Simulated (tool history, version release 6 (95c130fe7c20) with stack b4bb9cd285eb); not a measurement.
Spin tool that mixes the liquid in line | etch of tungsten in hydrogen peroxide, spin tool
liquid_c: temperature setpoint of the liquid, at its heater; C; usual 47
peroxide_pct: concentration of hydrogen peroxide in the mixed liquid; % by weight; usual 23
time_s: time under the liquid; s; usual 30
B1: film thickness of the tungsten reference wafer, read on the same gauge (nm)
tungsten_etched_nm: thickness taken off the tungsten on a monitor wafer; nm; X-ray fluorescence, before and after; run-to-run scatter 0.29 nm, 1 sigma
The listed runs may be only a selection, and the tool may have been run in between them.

run 1 hour=0 | liquid_c=41.5 peroxide_pct=23 time_s=30 | B1=30.02 | tungsten_etched_nm=26.08
run 2 hour=19.7 | liquid_c=41.5 peroxide_pct=23 time_s=30 | B1=30 | tungsten_etched_nm=26.32
run 3 hour=43.5 | liquid_c=47 peroxide_pct=25 time_s=30 | B1=29.99 | tungsten_etched_nm=38.35
-- hour=64.1 gauge calibrated
-- hour=98 heated supply line repaired
run 4 hour=144.9 | liquid_c=47 peroxide_pct=23 time_s=20 | B1=30.03 | tungsten_etched_nm=24.56
run 5 hour=159.2 | liquid_c=50.5 peroxide_pct=23 time_s=30 | B1=30.01 | tungsten_etched_nm=46.07
run 6 hour=183.7 | liquid_c=47 peroxide_pct=28 time_s=20 | B1=29.99 | tungsten_etched_nm=26.66
-- hour=208.4 thermometer replaced
run 7 hour=262.1 | liquid_c=50 peroxide_pct=16.5 time_s=15 | B1=30 | tungsten_etched_nm=18.7
run 8 hour=284.8 | liquid_c=40 peroxide_pct=28 time_s=20 | B1=30.04 | tungsten_etched_nm=17.26
run 9 hour=300.8 | liquid_c=38 peroxide_pct=21 time_s=15 | B1=30.01 | tungsten_etched_nm=9.91
run 10 hour=319.2 | liquid_c=44.5 peroxide_pct=23 time_s=40 | B1=29.99 | tungsten_etched_nm=41.55
run 11 hour=332.9 | liquid_c=54.5 peroxide_pct=27 time_s=30 | B1=30 | tungsten_etched_nm=64.05
run 12 hour=351.4 | liquid_c=47 peroxide_pct=23 time_s=30 | B1=29.96 | tungsten_etched_nm=36.98
run 13 hour=367 | liquid_c=47 peroxide_pct=23 time_s=30 | B1=29.97 | tungsten_etched_nm=37
-- hour=387.7 new drum of peroxide connected
run 14 hour=395.7 | liquid_c=39 peroxide_pct=19 time_s=35 | B1=29.97 | tungsten_etched_nm=23.96
run 15 hour=413.2 | liquid_c=47 peroxide_pct=23 time_s=30 | B1=29.97 | tungsten_etched_nm=36.81
-- hour=421.3 peroxide flow meter replaced
run 16 hour=431.5 | liquid_c=47 peroxide_pct=23 time_s=30 | B1=29.98 | tungsten_etched_nm=37
run 17 hour=454.8 | liquid_c=47 peroxide_pct=17.5 time_s=20 | B1=30.02 | tungsten_etched_nm=21.63
run 18 hour=489.4 | liquid_c=55.5 peroxide_pct=25.5 time_s=45 | B1=30 | tungsten_etched_nm=97.22
run 19 hour=502 | liquid_c=43 peroxide_pct=27 time_s=25 | B1=30.03 | tungsten_etched_nm=25.89
run 20 hour=524.1 | liquid_c=47 peroxide_pct=23 time_s=30 | B1=30 | tungsten_etched_nm=36.57
run 21 hour=551.3 | liquid_c=55.5 peroxide_pct=28.5 time_s=20 | B1=29.98 | tungsten_etched_nm=45.41
run 22 hour=583.9 | liquid_c=54.5 peroxide_pct=18.5 time_s=50 | B1=30.04 | tungsten_etched_nm=86.63
run 23 hour=614 | liquid_c=47 peroxide_pct=21 time_s=15 | B1=29.99 | tungsten_etched_nm=17.74
run 24 hour=648 | liquid_c=44 peroxide_pct=18.5 time_s=50 | B1=29.99 | tungsten_etched_nm=45.55
run 25 hour=678.7 | liquid_c=47 peroxide_pct=23 time_s=30 | B1=30.01 | tungsten_etched_nm=36.67
run 26 hour=705.8 | liquid_c=53 peroxide_pct=20 time_s=50 | B1=30.01 | tungsten_etched_nm=82.84

Alternative continuations, all from the tool just after run 26; predict every row:
run A hour=706.2 | liquid_c=47 peroxide_pct=23 time_s=30 | B1=? | tungsten_etched_nm=?
run B hour=706.2 | liquid_c=47 peroxide_pct=20.5 time_s=30 | B1=? | tungsten_etched_nm=?
run C hour=706.2 | liquid_c=50 peroxide_pct=20 time_s=20 | B1=? | tungsten_etched_nm=?
run D hour=706.2 | liquid_c=50.5 peroxide_pct=23 time_s=15 | B1=? | tungsten_etched_nm=?

run=A B1=30 tungsten_etched_nm=36.69
run=B B1=30 tungsten_etched_nm=34.64
run=C B1=30 tungsten_etched_nm=27.45
run=D B1=30 tungsten_etched_nm=22.76
The same runs, with their run-to-run variation unchanged, on a tool lacking any hidden condition would have given:
run=A tungsten_etched_nm=36.69
run=B tungsten_etched_nm=34.64
run=C tungsten_etched_nm=27.45
run=D tungsten_etched_nm=22.76
